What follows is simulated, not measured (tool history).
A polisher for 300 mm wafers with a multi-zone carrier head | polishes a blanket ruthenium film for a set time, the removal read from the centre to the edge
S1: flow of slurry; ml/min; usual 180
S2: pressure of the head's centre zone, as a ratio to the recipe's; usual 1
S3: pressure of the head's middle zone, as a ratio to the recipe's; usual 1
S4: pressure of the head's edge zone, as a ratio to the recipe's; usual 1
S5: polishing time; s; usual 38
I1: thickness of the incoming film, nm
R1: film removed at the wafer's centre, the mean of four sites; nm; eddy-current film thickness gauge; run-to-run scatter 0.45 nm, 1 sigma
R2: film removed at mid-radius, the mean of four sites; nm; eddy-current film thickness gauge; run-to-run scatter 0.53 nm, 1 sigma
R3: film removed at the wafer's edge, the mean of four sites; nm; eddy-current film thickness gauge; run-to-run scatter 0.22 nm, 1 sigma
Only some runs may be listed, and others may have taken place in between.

| run | hour | S1 | S2 | S3 | S4 | S5 | I1 | R1 | R2 | R3 |
|---|---|---|---|---|---|---|---|---|---|---|
| 1 | 0 | 180 | 1 | 1 | 1 | 38 | 420.2 | 35.2 | 35.7 | 35.7 |
| 2 | 29.7 | 180 | 1 | 1 | 1 | 38 | 424.6 | 35.1 | 35.6 | 35.5 |
| 3 | 58.5 | 180 | 1 | 1 | 1 | 38 | 424.2 | 34.8 | 34.9 | 34.7 |
| 4 | 80 | 180 | 1 | 1 | 1 | 38 | 425.6 | 34.5 | 35 | 34.6 |
|  | 100.9 | worn pad replaced by a new one |
| 5 | 103.8 | 180 | 1 | 1 | 1 | 38 | 418.7 | 32.7 | 32.9 | 32.4 |
| 6 | 127.7 | 205 | 1 | 1 | 1 | 38 | 422.4 | 32.4 | 33.6 | 32.7 |
| 7 | 144.4 | 205 | 1 | 1 | 1 | 38 | 429.8 | 32.3 | 32.5 | 32.2 |
|  | 166.1 | carrier head's membrane replaced by a new one |
| 8 | 166.6 | 205 | 1 | 1 | 1 | 38 | 418.8 | 31.9 | 31.3 | 32 |
|  | 176.9 | centre zone pressure recalibrated |
|  | 187.5 | worn pad replaced by a new one, repeated, since the last time left the tool worse |
| 9 | 194.9 | 180 | 1 | 1 | 1 | 33 | 414.2 | 32.6 | 31.4 | 31.8 |
| 10 | 218 | 180 | 1 | 1 | 1 | 33 | 416.2 | 31.7 | 31.7 | 31.3 |
|  | 238.2 | edge zone pressure recalibrated |
| 11 | 240.9 | 220 | 1 | 1.11 | 1.04 | 48 | 417.1 | 47.9 | 49.6 | 46.2 |
| 12 | 263 | 200 | 1 | 1 | 1.09 | 38 | 413.6 | 36.5 | 35.6 | 36.8 |
| 13 | 283.2 | 180 | 1 | 1.08 | 1 | 38 | 422.9 | 35.6 | 37 | 35.2 |
| 14 | 298.9 | 180 | 1 | 1 | 1 | 38 | 426.7 | 34.4 | 34.6 | 34.7 |
|  | 310.9 | slurry nozzle cleaned |
|  | 313.6 | worn pad replaced by a new one |
| 15 | 324.9 | 180 | 0.94 | 1 | 1.09 | 29 | 416.2 | 26.2 | 28.1 | 28.6 |
| 16 | 345.9 | 180 | 1 | 1 | 1 | 38 | 425.5 | 36 | 35.8 | 35.9 |
| 17 | 371.4 | 180 | 0.95 | 1 | 0.92 | 38 | 420 | 33.7 | 36.3 | 34.9 |
| 18 | 397.8 | 220 | 1 | 1 | 1 | 38 | 416.5 | 36.3 | 35.9 | 36.3 |
|  | 433.3 | worn pad replaced by a new one |
| 19 | 469 | 235 | 1 | 1 | 1 | 33 | 426 | 32.4 | 32.6 | 32.3 |
| 20 | 503 | 120 | 1.03 | 1.03 | 1.07 | 38 | 423.5 | 33.8 | 33.2 | 34.6 |
| 21 | 516 | 145 | 0.92 | 1.08 | 1.05 | 38 | 419.7 | 31.7 | 36.1 | 35.1 |
|  | 518.1 | centre zone pressure recalibrated |
| 22 | 542.6 | 180 | 1 | 0.94 | 1 | 38 | 419.8 | 35 | 33.9 | 35 |

Subtracting, for every run, the result it would have given without the tool's unlogged condition from the measured result gives the following. The same run-to-run variation enters both numbers; the gauge's scatter may not:
The tool's hidden condition here consists of: removal rate lost through wear of the pad, %; slurry flow missing at the pad, %; deviation of the centre zone's pressure from its setpoint, %; deviation of the edge zone's pressure from its setpoint, %.
| run | R1 | R2 | R3 |
|---|---|---|---|
| 1 | -1.1 | -1.2 | -1.2 |
| 2 | -1.6 | -1.7 | -1.7 |
| 3 | -2.1 | -2.1 | -2.2 |
| 4 | -2.5 | -2.5 | -2.5 |
| 5 | -4.4 | -4.4 | -4.3 |
| 6 | -4.8 | -5 | -4.8 |
| 7 | -5.1 | -5.1 | -5.1 |
| 8 | -5.5 | -5.4 | -5.4 |
| 9 | -0.1 | -0.1 | -0.1 |
| 10 | -0.4 | -0.5 | -0.5 |
| 11 | -1.2 | -1.2 | -1.1 |
| 12 | -1.3 | -1.3 | -1.3 |
| 13 | -1.6 | -1.7 | -1.6 |
| 14 | -1.8 | -1.8 | -1.8 |
| 15 | -0.2 | -0.2 | -0.2 |
| 16 | -0.6 | -0.6 | -0.6 |
| 17 | -1 | -1 | -1 |
| 18 | -1.5 | -1.5 | -1.5 |
| 19 | -0.6 | -0.5 | -0.5 |
| 20 | -1.1 | -1.1 | -1.2 |
| 21 | -1.2 | -1.4 | -1.4 |
| 22 | -1.9 | -1.8 | -1.9 |
